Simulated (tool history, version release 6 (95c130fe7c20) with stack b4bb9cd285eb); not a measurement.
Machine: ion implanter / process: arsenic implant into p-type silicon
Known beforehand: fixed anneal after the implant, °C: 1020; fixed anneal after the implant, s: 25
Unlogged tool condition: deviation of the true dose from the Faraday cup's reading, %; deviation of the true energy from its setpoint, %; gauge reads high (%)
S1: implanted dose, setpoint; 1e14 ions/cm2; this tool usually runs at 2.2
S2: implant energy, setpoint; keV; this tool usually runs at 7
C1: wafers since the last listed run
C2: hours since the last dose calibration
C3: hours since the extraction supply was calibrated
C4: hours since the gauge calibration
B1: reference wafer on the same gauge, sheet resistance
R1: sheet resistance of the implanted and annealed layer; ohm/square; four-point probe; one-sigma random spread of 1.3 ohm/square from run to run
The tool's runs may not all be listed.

run     day    S1   S2    C1      C2      C3     C4      B1      R1
  1       0   2.2    7     0  1422.3  4844.8  438.9     445  381.17
  2    0.65   2.2    7   461  1437.9  4860.4  454.5  444.97  384.68
  3   1.875  2.04  5.5   869  1467.3  4889.8  483.9  444.71  417.75
  4   2.808  2.04  5.5   662  1489.7  4912.2  506.3  444.89  414.03
  5   3.604  2.04  5.5   565  1508.8  4931.3  525.4  444.92  413.74
  6   4.762  1.78    7   822  1536.6  4959.1  553.2  444.88  454.11
  7   5.492  1.78    7   517  1554.1  4976.6  570.7  445.14  459.04
  8   6.671  1.78    7   837  1582.4  5004.9    599   444.9  456.34
  9   7.621  2.53    7   674  1605.2  5027.7  621.8  445.11  342.48
 10   9.212   2.2    7  1130  1643.4  5065.9    660  445.01  387.77
 11   9.967   2.2    7   535  1661.5    5084  678.1  444.83  382.15
 12  12.558   2.2    7  1840  1723.7  5146.2  740.3   444.6  383.35
 13  13.292   2.2    6   520  1741.3  5163.8  757.9  444.83  389.15
     14.796  -- extraction supply calibrated
 14  17.158  2.46  9.5  2508  1834.1    56.7  850.7  445.12  345.45
 15  17.671   2.2  5.5   363  1846.4      69    863  445.11  389.62
 16  19.012  1.65    5   952  1878.6   101.2  895.2  445.04  494.75
     19.438  -- gauge calibrated
 17  19.679  2.48  5.5   473  1894.6   117.2    5.8  444.75  354.72
     20.688  -- Faraday cup replaced and dose calibrated
 18   21.15  1.88    6   807    11.1   152.5   41.1  444.89  441.47
 19  22.067  2.44    7   650    33.1   174.5   63.1  444.94  352.41
 20  25.217   2.2  7.5  2236   108.7   250.1  138.7  445.09  382.31
 21  25.929  2.46  9.5   505   125.8   267.2  155.8  444.83  345.15
 22  26.529  2.38    5   426   140.2   281.6  170.2  445.08  370.86
 23  27.183   1.6    8   464   155.9   297.3  185.9  445.01  489.56
 24  28.358   2.2    7   834   184.1   325.5  214.1  445.02  384.41
 25  30.417  2.72    8  1461   233.5   374.9  263.5  445.13  322.46
 26  31.842  2.78  5.5  1011   267.7   409.1  297.7  444.89  323.84

Each row is a separate what-if for the run after 26, all from the same tool condition, not one after another. Results?
  A  31.858   2.2   7  11  268.1  409.5  298.1   ?   ?
  B  31.858  1.59   5  11  268.1  409.5  298.1   ?   ?
  C  31.858  2.72   7  11  268.1  409.5  298.1   ?   ?
  D  31.858  2.85   6  11  268.1  409.5  298.1   ?   ?

run      B1      R1
  A  445.04   385.2
  B  445.04  512.36
  C  445.04  325.18
  D  445.04  316.16
The same runs, with their run-to-run variation unchanged, on a tool lacking any hidden condition would have given:
run      R1
  A   385.2
  B  512.36
  C  325.18
  D  316.16
